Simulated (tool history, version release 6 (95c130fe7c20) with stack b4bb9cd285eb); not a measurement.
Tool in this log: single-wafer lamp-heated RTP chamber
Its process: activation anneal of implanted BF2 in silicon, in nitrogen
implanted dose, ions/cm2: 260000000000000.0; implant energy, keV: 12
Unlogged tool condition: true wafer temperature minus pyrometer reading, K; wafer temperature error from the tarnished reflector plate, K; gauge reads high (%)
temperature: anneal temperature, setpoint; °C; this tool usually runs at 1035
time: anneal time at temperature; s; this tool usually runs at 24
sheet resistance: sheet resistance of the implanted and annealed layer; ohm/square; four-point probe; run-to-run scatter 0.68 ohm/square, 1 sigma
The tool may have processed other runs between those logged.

run   hour  temperature  time  wafers since the last listed run  wafers since the last pyrometer calibration  wafers since the reflector plate was cleaned  hours since the gauge calibration  read-back reference wafer on the same gauge, sheet resistance  sheet resistance
  1    0.0         1035    15                                 0                                         7670                                         14444                              103.7                                                         391.01            458.36
  2   11.1         1035    15                               153                                         7824                                         14597                              114.8                                                         390.88            458.09
  3   20.0         1035    15                               123                                         7947                                         14720                              123.7                                                         391.06            458.36
  4   28.4         1035    24                               116                                         8063                                         14836                              132.1                                                         390.94            451.89
  5   38.0         1035    24                               132                                         8196                                         14969                              141.7                                                         391.02            450.91
  6   45.0         1035    24                                96                                         8292                                         15066                              148.7                                                         391.03            451.58
  7   58.9         1035    21                               192                                         8485                                         15258                              162.6                                                         391.13            453.72
  8   66.0         1035    14                                98                                         8583                                         15356                              169.7                                                         391.15            459.54
  9   81.3         1035    14                               211                                         8794                                         15568                              185.0                                                         391.08            458.60
      88.9  -- gauge calibrated
 10   94.5         1027    37                               182                                         8977                                         15750                                5.6                                                         391.14            446.92
     105.6  -- pyrometer window cleaned and pyrometer calibrated
     112.7  -- reflector plate cleaned
 11  113.2         1055    11                                49                                            6                                             6                               24.3                                                         391.05            456.28
 12  124.1         1063    36                               150                                          157                                           157                               35.2                                                         390.91            434.16
 13  138.5         1061    24                               199                                          356                                           356                               49.6                                                         391.08            444.39
 14  154.6         1010    10                               222                                          579                                           579                               65.7                                                         390.99            468.25
 15  162.7         1035    24                               112                                          691                                           691                               73.8                                                         391.12            451.50
 16  175.7         1035    37                               179                                          870                                           870                               86.8                                                         391.00            444.70
 17  190.3         1035    24                               201                                         1072                                          1072                              101.4                                                         390.96            451.36
 18  199.7         1035    24                               129                                         1202                                          1202                              110.8                                                         390.98            451.02
 19  207.3         1035    24                               105                                         1307                                          1307                              118.4                                                         390.86            451.13

Consider 3 possible next runs. They are alternatives, not a sequence: every one starts from the tool as it was left by run 19. What does each give?
  A  207.7         1035    24                                 5                                         1313                                          1313                              118.8                                                              ?                 ?
  B  207.7         1047    33                                 5                                         1313                                          1313                              118.8                                                              ?                 ?
  C  207.7         1050    28                                 5                                         1313                                          1313                              118.8                                                              ?                 ?

run  read-back reference wafer on the same gauge, sheet resistance  sheet resistance
  A                                                         391.13            450.98
  B                                                         391.13            442.05
  C                                                         391.13            443.94
With no hidden state in the tool, these same runs would have given:
run  sheet resistance
  A            450.98
  B            442.05
  C            443.94

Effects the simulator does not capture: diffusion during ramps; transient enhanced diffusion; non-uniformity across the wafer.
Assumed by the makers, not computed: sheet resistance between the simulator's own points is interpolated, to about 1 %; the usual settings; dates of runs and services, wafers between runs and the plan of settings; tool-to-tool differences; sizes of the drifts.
